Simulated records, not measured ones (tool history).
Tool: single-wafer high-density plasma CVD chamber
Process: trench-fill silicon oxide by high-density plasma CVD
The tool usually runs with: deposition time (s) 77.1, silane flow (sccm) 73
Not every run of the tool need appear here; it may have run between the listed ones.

run     day  deposition time (s)  silane flow (sccm)  wafers since the last listed run  hours since the silane flow controller was replaced  hours since the gauge calibration  read-back reference wafer on the same gauge, thickness_nm  mean film thickness on the monitor wafer (nm)
  1       0                 77.1                  73                                 0                                               2218.6                              152.4                                                    382.062                                         484.15
  2   1.217                 77.1                  73                               635                                               2247.8                              181.6                                                    381.304                                        488.583
  3   1.917                 77.1                  73                               365                                               2264.6                              198.4                                                    381.562                                        484.662
  4    2.95                 77.1                  73                               540                                               2289.4                              223.2                                                     382.08                                        486.077
  5   4.392                 77.1                  73                               753                                                 2324                              257.8                                                    382.041                                        488.473
  6   5.254                 77.1                  73                               450                                               2344.7                              278.5                                                    382.185                                        485.708
  7   5.788                 77.1                  76                               278                                               2357.5                              291.3                                                     381.89                                        508.418
  8     6.8                 77.1                  76                               529                                               2381.8                              315.6                                                    382.102                                         507.85
  9   7.804                 77.1                  76                               524                                               2405.9                              339.7                                                    381.767                                        505.994
 10   8.862                 81.3                  69                               553                                               2431.3                              365.1                                                    381.326                                        481.369
 11  10.171                 81.3                  69                               683                                               2462.7                              396.5                                                    381.877                                        484.353
 12  11.762                 77.1                  73                               831                                               2500.9                              434.7                                                    381.605                                        487.443
 13  12.392                 77.1                  73                               328                                                 2516                              449.8                                                    381.877                                        487.582
 14  13.788                 77.1                  73                               729                                               2549.5                              483.3                                                    382.076                                        492.669
 15  14.425                 77.1                  73                               333                                               2564.8                              498.6                                                    382.413                                        490.077
 16    15.8                 71.6                  84                               718                                               2597.8                              531.6                                                    381.921                                        522.563
 17  17.096                 71.6                  84                               677                                               2628.9                              562.7                                                    382.524                                        522.781
 18  18.367                 68.5                  73                               664                                               2659.4                              593.2                                                    382.675                                        433.807
 19  19.367                 68.5                  73                               522                                               2683.4                              617.2                                                    381.266                                        435.456
       19.8  -- silane flow controller replaced
 20      20                 68.5                  73                               156                                                  4.8                              632.4                                                     381.72                                        452.413
 21  21.125                 77.1                  73                               588                                                 31.8                              659.4                                                    381.878                                          505.3
 22  22.571                 77.1                  73                               755                                                 66.5                              694.1                                                    381.969                                        503.029
 23  23.975                 84.5                  82                               733                                                100.2                              727.8                                                    381.928                                        626.828
 24  25.088                 91.5                  73                               581                                                126.9                              754.5                                                    382.322                                        598.701
 25  26.542                 77.1                  76                               760                                                161.8                              789.4                                                    382.263                                        529.136
 26  27.275                 63.4                  59                               383                                                179.4                                807                                                    382.629                                         338.82
 27  28.617                 77.1                  73                               701                                                211.6                              839.2                                                    382.331                                        506.457
 28  29.625                 77.1                  82                               527                                                235.8                              863.4                                                    382.213                                        570.169
     30.896  -- silane flow controller replaced, repeated, since the last time left the tool worse
 29  30.958                 65.1                  63                               522                                                  1.5                              895.4                                                    381.528                                        345.733
 30  32.108                 72.9                  73                               601                                                 29.1                                923                                                    381.531                                        445.961
 31   33.45                 67.7                  66                               701                                                 61.3                              955.2                                                    382.199                                        376.221
 32  34.225                 64.2                  77                               405                                                 79.9                              973.8                                                    381.594                                        414.277
 33  35.104                 90.9                  61                               459                                                  101                              994.9                                                    381.941                                        466.126
 34  36.412                 77.1                  61                               683                                                132.4                             1026.3                                                    382.444                                        393.215
 35  37.542                 92.4                  64                               590                                                159.5                             1053.4                                                    383.056                                        498.851
     37.771  -- gauge calibrated
 36  38.138                 77.1                  73                               311                                                173.8                                8.8                                                    382.027                                        472.098
 37  39.008                 77.1                  65                               455                                                194.7                               29.7                                                    382.217                                        422.026
 38  39.554                 77.1                  66                               285                                                207.8                               42.8                                                    382.163                                        425.566
 39  43.912                 77.1                  73                              2277                                                312.4                              147.4                                                    381.916                                        469.338
 40  45.292                 77.1                  73                               720                                                345.5                              180.5                                                    381.507                                        472.925
 41  46.692                 65.1                  63                               731                                                379.1                              214.1                                                     382.45                                        344.478
 42  47.879                 77.1                  73                               620                                                407.6                              242.6                                                    381.924                                        470.539
 43  49.308                 63.6                  78                               746                                                441.9                              276.9                                                    381.957                                        416.524
 44  50.546                 77.1                  73                               646                                                471.6                              306.6                                                    382.845                                        476.978

Some steps in mean film thickness on the monitor wafer (nm) between neighbouring runs. How much of each would the tool show without its hidden state too (settings, what came in, random variation), and how much is left for the hidden state, with any gauge scatter that isn't in both results?
Unlogged tool condition in this case: delivered silane flow above the setpoint (%); gauge reads high (%).
Run 19 -> 20: silane flow controller replaced. mean film thickness on the monitor wafer (nm) +16.957: hidden state +15.056, all else +1.901.
Run 25 -> 26: deposition time (s) 77.1 -> 63.4, silane flow (sccm) 76 -> 59. mean film thickness on the monitor wafer (nm) -190.316: hidden state -13.724, all else -176.592.
Run 26 -> 27: deposition time (s) 63.4 -> 77.1, silane flow (sccm) 59 -> 73. mean film thickness on the monitor wafer (nm) +167.637: hidden state +12.13, all else +155.507.
Run 28 -> 29: deposition time (s) 77.1 -> 65.1, silane flow (sccm) 82 -> 63, silane flow controller replaced, repeated, since the last time left the tool worse. mean film thickness on the monitor wafer (nm) -224.436: hidden state -40.34, all else -184.096.

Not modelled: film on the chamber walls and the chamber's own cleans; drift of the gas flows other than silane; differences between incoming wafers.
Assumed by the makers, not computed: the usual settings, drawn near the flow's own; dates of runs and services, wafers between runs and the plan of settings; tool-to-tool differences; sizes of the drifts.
